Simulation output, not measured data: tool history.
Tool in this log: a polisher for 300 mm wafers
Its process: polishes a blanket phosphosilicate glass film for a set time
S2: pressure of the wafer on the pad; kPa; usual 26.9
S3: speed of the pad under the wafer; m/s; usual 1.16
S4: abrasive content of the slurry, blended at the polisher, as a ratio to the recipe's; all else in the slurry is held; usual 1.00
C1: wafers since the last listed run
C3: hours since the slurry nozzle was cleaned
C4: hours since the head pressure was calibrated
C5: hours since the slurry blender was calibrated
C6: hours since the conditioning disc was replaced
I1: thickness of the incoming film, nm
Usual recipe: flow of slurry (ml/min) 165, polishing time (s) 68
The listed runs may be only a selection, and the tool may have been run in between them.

Run 1, hour 0.0: usual settings; C1 0; wafers polished on this pad 99; C3 255.3; C4 1087.9; C5 81.8; C6 116.8; I1 3414.2. Result: film removed (nm) 758.3.
Run 2, hour 13.5: usual settings; C1 91; wafers polished on this pad 191; C3 268.8; C4 1101.4; C5 95.3; C6 130.3; I1 3451.0. Result: film removed (nm) 753.5.
Run 3, hour 31.3: usual settings; C1 120; wafers polished on this pad 311; C3 286.6; C4 1119.2; C5 113.1; C6 148.1; I1 3433.9. Result: film removed (nm) 753.0.
Run 4, hour 38.7: usual settings but flow of slurry (ml/min) 205, S2 22.1 kPa; C1 50; wafers polished on this pad 361; C3 294.0; C4 1126.6; C5 120.5; C6 155.5; I1 3477.0. Result: film removed (nm) 658.8.
Run 5, hour 48.5: usual settings but polishing time (s) 55; C1 66; wafers polished on this pad 428; C3 303.8; C4 1136.4; C5 130.3; C6 165.3; I1 3398.4. Result: film removed (nm) 617.4.
Run 6, hour 59.3: usual settings but polishing time (s) 55; C1 73; wafers polished on this pad 501; C3 314.6; C4 1147.2; C5 141.1; C6 176.1; I1 3400.5. Result: film removed (nm) 604.7.
At hour 67.7: conditioning disc replaced and pad reconditioned.
Run 7, hour 68.2: usual settings but polishing time (s) 55; C1 46; wafers polished on this pad 548; C3 323.5; C4 1156.1; C5 150.0; C6 0.5; I1 3427.3. Result: film removed (nm) 611.7.
At hour 74.1: slurry nozzle cleaned.
At hour 78.1: worn pad replaced by a new one.
At hour 84.1: slurry blender recalibrated.
Run 8, hour 111.7: usual settings; C1 247; wafers polished on this pad 214; C3 37.6; C4 1199.6; C5 27.6; C6 44.0; I1 3399.4. Result: film removed (nm) 788.2.
Run 9, hour 129.2: usual settings; C1 118; wafers polished on this pad 332; C3 55.1; C4 1217.1; C5 45.1; C6 61.5; I1 3398.7. Result: film removed (nm) 782.8.
Run 10, hour 143.7: usual settings; C1 98; wafers polished on this pad 431; C3 69.6; C4 1231.6; C5 59.6; C6 76.0; I1 3425.0. Result: film removed (nm) 771.2.
At hour 151.4: worn pad replaced by a new one.
Run 11, hour 155.4: usual settings but flow of slurry (ml/min) 205, S4 0.90, polishing time (s) 47; C1 52; wafers polished on this pad 26; C3 81.3; C4 1243.3; C5 71.3; C6 87.7; I1 3415.1. Result: film removed (nm) 512.1.
At hour 166.7: head pressure recalibrated.
Run 12, hour 172.4: usual settings; C1 101; wafers polished on this pad 128; C3 98.3; C4 5.7; C5 88.3; C6 104.7; I1 3433.0. Result: film removed (nm) 767.7.
Run 13, hour 186.8: usual settings but flow of slurry (ml/min) 125, S3 0.94 m/s, polishing time (s) 85; C1 97; wafers polished on this pad 226; C3 112.7; C4 20.1; C5 102.7; C6 119.1; I1 3401.8. Result: film removed (nm) 751.9.
Run 14, hour 197.4: usual settings but S2 31.0 kPa, S3 0.90 m/s, S4 1.15; C1 71; wafers polished on this pad 298; C3 123.3; C4 30.7; C5 113.3; C6 129.7; I1 3425.2. Result: film removed (nm) 743.3.
Run 15, hour 208.9: usual settings but S4 1.10; C1 77; wafers polished on this pad 375; C3 134.8; C4 42.2; C5 124.8; C6 141.2; I1 3424.3. Result: film removed (nm) 777.1.
Run 16, hour 219.8: usual settings but flow of slurry (ml/min) 195; C1 73; wafers polished on this pad 449; C3 145.7; C4 53.1; C5 135.7; C6 152.1; I1 3503.3. Result: film removed (nm) 772.5.
Run 17, hour 226.0: usual settings but flow of slurry (ml/min) 215, S3 1.32 m/s; C1 42; wafers polished on this pad 491; C3 151.9; C4 59.3; C5 141.9; C6 158.3; I1 3492.0. Result: film removed (nm) 862.3.
At hour 242.5: worn pad replaced by a new one.
Run 18, hour 243.0: usual settings; C1 88; wafers polished on this pad 3; C3 168.9; C4 76.3; C5 158.9; C6 175.3; I1 3451.0. Result: film removed (nm) 736.1.
Run 19, hour 247.4: usual settings but flow of slurry (ml/min) 150; C1 29; wafers polished on this pad 32; C3 173.3; C4 80.7; C5 163.3; C6 179.7; I1 3471.2. Result: film removed (nm) 737.7.
At hour 256.0: conditioning disc replaced and pad reconditioned.
Run 20, hour 261.5: usual settings; C1 82; wafers polished on this pad 114; C3 187.4; C4 94.8; C5 177.4; C6 5.5; I1 3452.4. Result: film removed (nm) 736.6.
At hour 275.7: slurry blender recalibrated.
Run 21, hour 276.7: usual settings but S4 0.90, polishing time (s) 51; C1 89; wafers polished on this pad 204; C3 202.6; C4 110.0; C5 1.0; C6 20.7; I1 3421.1. Result: film removed (nm) 572.7.
Run 22, hour 292.0: usual settings; C1 103; wafers polished on this pad 308; C3 217.9; C4 125.3; C5 16.3; C6 36.0; I1 3470.7. Result: film removed (nm) 800.4.
Run 23, hour 300.8: usual settings but S2 33.8 kPa; C1 59; wafers polished on this pad 367; C3 226.7; C4 134.1; C5 25.1; C6 44.8; I1 3439.8. Result: film removed (nm) 935.9.
Run 24, hour 315.7: usual settings but S3 1.38 m/s, polishing time (s) 91; C1 100; wafers polished on this pad 468; C3 241.6; C4 149.0; C5 40.0; C6 59.7; I1 3452.6. Result: film removed (nm) 1174.0.
Run 25, hour 325.4: usual settings but flow of slurry (ml/min) 195, S4 1.10; C1 65; wafers polished on this pad 534; C3 251.3; C4 158.7; C5 49.7; C6 69.4; I1 3468.1. Result: film removed (nm) 826.9.
At hour 333.4: worn pad replaced by a new one.
Run 26, hour 333.9: usual settings but S4 0.90; C1 30; wafers polished on this pad 3; C3 259.8; C4 167.2; C5 58.2; C6 77.9; I1 3438.1. Result: film removed (nm) 725.8.
Run 27, hour 344.9: usual settings but flow of slurry (ml/min) 195, S4 1.10; C1 74; wafers polished on this pad 78; C3 270.8; C4 178.2; C5 69.2; C6 88.9; I1 3492.7. Result: film removed (nm) 819.7.

Branching from run 27: 3 alternative next runs. What would each branch give?
Run A, hour 345.3: usual settings; C1 2; wafers polished on this pad 80; C3 271.2; C4 178.6; C5 69.6; C6 89.3; I1 3379.9. Result: film removed (nm) ?.
Run B, hour 345.3: usual settings but flow of slurry (ml/min) 210, S2 33.8 kPa, S4 0.85; C1 2; wafers polished on this pad 80; C3 271.2; C4 178.6; C5 69.6; C6 89.3; I1 3379.9. Result: film removed (nm) ?.
Run C, hour 345.3: usual settings but S3 0.80 m/s, polishing time (s) 80; C1 2; wafers polished on this pad 80; C3 271.2; C4 178.6; C5 69.6; C6 89.3; I1 3379.9. Result: film removed (nm) ?.

run  film removed (nm)
  A              755.0
  B              864.8
  C              659.9
With no hidden state in the tool, these same runs would have given:
run  film removed (nm)
  A              803.6
  B              925.9
  C              702.3
